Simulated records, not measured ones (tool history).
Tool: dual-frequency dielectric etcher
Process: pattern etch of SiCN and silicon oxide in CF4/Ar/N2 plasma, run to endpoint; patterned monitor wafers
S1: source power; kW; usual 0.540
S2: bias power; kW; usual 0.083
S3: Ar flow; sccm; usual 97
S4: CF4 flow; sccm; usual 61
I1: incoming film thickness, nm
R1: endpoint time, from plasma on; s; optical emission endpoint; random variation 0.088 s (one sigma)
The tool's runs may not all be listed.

{"run": 1, "day": 0.0, "S1": 0.57, "S2": 0.083, "S3": 97, "S4": 61, "I1": 10.66, "R1": 9.7}
{"day": 1.075, "done": "source power generator calibrated"}
{"day": 1.333, "done": "wet clean of the chamber"}
{"day": 1.375, "done": "bias power generator calibrated"}
{"run": 2, "day": 1.396, "S1": 0.57, "S2": 0.083, "S3": 97, "S4": 61, "I1": 10.69, "R1": 10.2}
{"run": 3, "day": 1.408, "S1": 0.57, "S2": 0.083, "S3": 97, "S4": 61, "I1": 10.76, "R1": 10.3}
{"run": 4, "day": 1.533, "S1": 0.54, "S2": 0.083, "S3": 97, "S4": 61, "I1": 10.7, "R1": 11.0}
{"day": 1.812, "done": "Ar flow controller replaced"}
{"run": 5, "day": 1.942, "S1": 0.54, "S2": 0.083, "S3": 97, "S4": 61, "I1": 10.66, "R1": 10.8}
{"run": 6, "day": 2.208, "S1": 0.54, "S2": 0.083, "S3": 97, "S4": 61, "I1": 10.59, "R1": 10.6}
{"run": 7, "day": 2.554, "S1": 0.66, "S2": 0.083, "S3": 97, "S4": 61, "I1": 10.74, "R1": 8.6}
{"run": 8, "day": 3.15, "S1": 0.54, "S2": 0.083, "S3": 97, "S4": 61, "I1": 10.7, "R1": 11.0}
{"run": 9, "day": 3.7, "S1": 0.48, "S2": 0.065, "S3": 97, "S4": 52, "I1": 10.79, "R1": 13.9}
{"run": 10, "day": 4.133, "S1": 0.49, "S2": 0.101, "S3": 97, "S4": 61, "I1": 10.77, "R1": 11.6}
{"day": 5.196, "done": "upper electrode replaced"}
{"day": 5.3, "done": "CF4 flow controller replaced"}
{"run": 11, "day": 5.321, "S1": 0.54, "S2": 0.083, "S3": 97, "S4": 61, "I1": 10.81, "R1": 10.9}
{"run": 12, "day": 5.338, "S1": 0.59, "S2": 0.073, "S3": 84, "S4": 61, "I1": 10.77, "R1": 10.0}
{"run": 13, "day": 5.683, "S1": 0.54, "S2": 0.07, "S3": 97, "S4": 61, "I1": 10.71, "R1": 11.5}
{"run": 14, "day": 6.204, "S1": 0.62, "S2": 0.089, "S3": 115, "S4": 47, "I1": 10.72, "R1": 9.7}
{"run": 15, "day": 6.883, "S1": 0.54, "S2": 0.083, "S3": 79, "S4": 61, "I1": 10.72, "R1": 10.5}
{"run": 16, "day": 7.562, "S1": 0.54, "S2": 0.083, "S3": 97, "S4": 61, "I1": 10.63, "R1": 10.7}
{"run": 17, "day": 7.967, "S1": 0.54, "S2": 0.083, "S3": 78, "S4": 61, "I1": 10.69, "R1": 10.5}
{"run": 18, "day": 8.258, "S1": 0.44, "S2": 0.091, "S3": 97, "S4": 61, "I1": 10.71, "R1": 13.0}
{"run": 19, "day": 8.571, "S1": 0.54, "S2": 0.083, "S3": 115, "S4": 61, "I1": 10.64, "R1": 10.9}
{"run": 20, "day": 8.912, "S1": 0.54, "S2": 0.083, "S3": 97, "S4": 61, "I1": 10.61, "R1": 10.6}
{"run": 21, "day": 11.15, "S1": 0.57, "S2": 0.083, "S3": 97, "S4": 61, "I1": 10.74, "R1": 10.1}
{"run": 22, "day": 11.612, "S1": 0.59, "S2": 0.097, "S3": 120, "S4": 61, "I1": 10.77, "R1": 9.5}
{"run": 23, "day": 11.888, "S1": 0.6, "S2": 0.063, "S3": 107, "S4": 73, "I1": 10.71, "R1": 10.3}
{"run": 24, "day": 12.617, "S1": 0.54, "S2": 0.083, "S3": 97, "S4": 61, "I1": 10.56, "R1": 10.3}
{"run": 25, "day": 13.317, "S1": 0.54, "S2": 0.083, "S3": 97, "S4": 49, "I1": 10.8, "R1": 11.1}

3 ways to go on from here, each from the tool as it stands after run 25. What would each give?
{"run": "A", "day": 13.333, "S1": 0.54, "S2": 0.101, "S3": 97, "S4": 61, "I1": 10.64, "R1": "?"}
{"run": "B", "day": 13.333, "S1": 0.54, "S2": 0.065, "S3": 103, "S4": 50, "I1": 10.64, "R1": "?"}
{"run": "C", "day": 13.333, "S1": 0.59, "S2": 0.091, "S3": 112, "S4": 73, "I1": 10.64, "R1": "?"}

run=A R1=9.9
run=B R1=11.9
run=C R1=9.2
Without the tool's hidden state the same runs would have given:
run=A R1=10.1
run=B R1=12.2
run=C R1=9.5
